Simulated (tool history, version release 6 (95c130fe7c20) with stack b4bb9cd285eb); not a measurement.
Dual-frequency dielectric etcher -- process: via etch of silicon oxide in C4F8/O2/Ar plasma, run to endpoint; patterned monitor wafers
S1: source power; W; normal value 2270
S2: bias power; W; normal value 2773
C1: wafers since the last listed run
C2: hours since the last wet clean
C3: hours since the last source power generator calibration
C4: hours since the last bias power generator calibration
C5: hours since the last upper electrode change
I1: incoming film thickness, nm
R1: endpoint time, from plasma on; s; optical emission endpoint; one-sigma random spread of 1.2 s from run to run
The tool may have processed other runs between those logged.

run,hour,S1,S2,C1,C2,C3,C4,C5,I1,R1
1,0.0,2490,2773,0,349.9,4089.4,4213.4,4427.0,1931.8,343.2
2,71.4,2270,2773,245,421.3,4160.8,4284.8,4498.4,1911.6,346.9
# hour 161.3: wet clean of the chamber
3,173.9,2270,2773,270,12.6,4263.3,4387.3,4600.9,1907.1,354.5
4,267.7,2270,2773,323,106.4,4357.1,4481.1,4694.7,1917.4,354.4
5,375.7,2270,2549,371,214.4,4465.1,4589.1,4802.7,1932.2,364.3
6,423.2,2270,2549,163,261.9,4512.6,4636.6,4850.2,1936.9,363.7
7,477.7,2270,2549,187,316.4,4567.1,4691.1,4904.7,1919.3,357.8
# hour 518.8: source power generator calibrated
8,543.0,1850,2359,211,381.7,24.2,4756.4,4970.0,1934.3,398.3
9,622.0,1850,2359,272,460.7,103.2,4835.4,5049.0,1901.8,385.7
# hour 682.6: wet clean of the chamber
10,683.1,1850,2359,127,0.5,164.3,4896.5,5110.1,1917.0,401.3
11,709.4,2270,2381,90,26.8,190.6,4922.8,5136.4,1918.1,371.9
12,764.6,2270,2381,190,82.0,245.8,4978.0,5191.6,1927.8,371.9
# hour 823.8: bias power generator calibrated
13,832.5,2270,3141,220,149.9,313.7,8.7,5259.5,1917.8,341.1
14,902.0,1930,3462,239,219.4,383.2,78.2,5329.0,1915.1,346.2
15,980.7,2270,2773,271,298.1,461.9,156.9,5407.7,1927.0,350.3
# hour 1008.2: upper electrode replaced, of another model than before
16,1085.0,1970,2384,276,402.4,566.2,261.2,76.8,1903.2,381.6
# hour 1171.0: wet clean of the chamber
17,1176.6,2270,2773,232,5.6,657.8,352.8,168.4,1948.4,365.3
18,1239.6,2450,2436,216,68.6,720.8,415.8,231.4,1910.6,353.4
19,1314.4,2000,3106,257,143.4,795.6,490.6,306.2,1917.1,368.0
20,1372.5,2700,3342,200,201.5,853.7,548.7,364.3,1921.1,313.9
21,1416.1,2070,3427,150,245.1,897.3,592.3,407.9,1919.2,350.5
22,1499.9,2740,2342,288,328.9,981.1,676.1,491.7,1912.0,334.1
23,1553.4,2450,3447,184,382.4,1034.6,729.6,545.2,1927.0,324.6
24,1595.2,2490,2497,143,424.2,1076.4,771.4,587.0,1895.2,341.5

The logged runs with the hidden state left out (each run's random variation unchanged):
Hidden state present: etch rate over this chamber's usual, %; source power that arrives over what is set, %; bias power that arrives over what is set, %.
run,R1
1,349.6
2,354.7
3,355.8
4,357.5
5,369.5
6,369.9
7,364.8
8,407.5
9,396.3
10,401.8
11,372.8
12,373.9
13,344.1
14,350.6
15,356.1
16,390.2
17,364.2
18,353.5
19,369.6
20,316.3
21,353.9
22,338.8
23,330.1
24,348.0
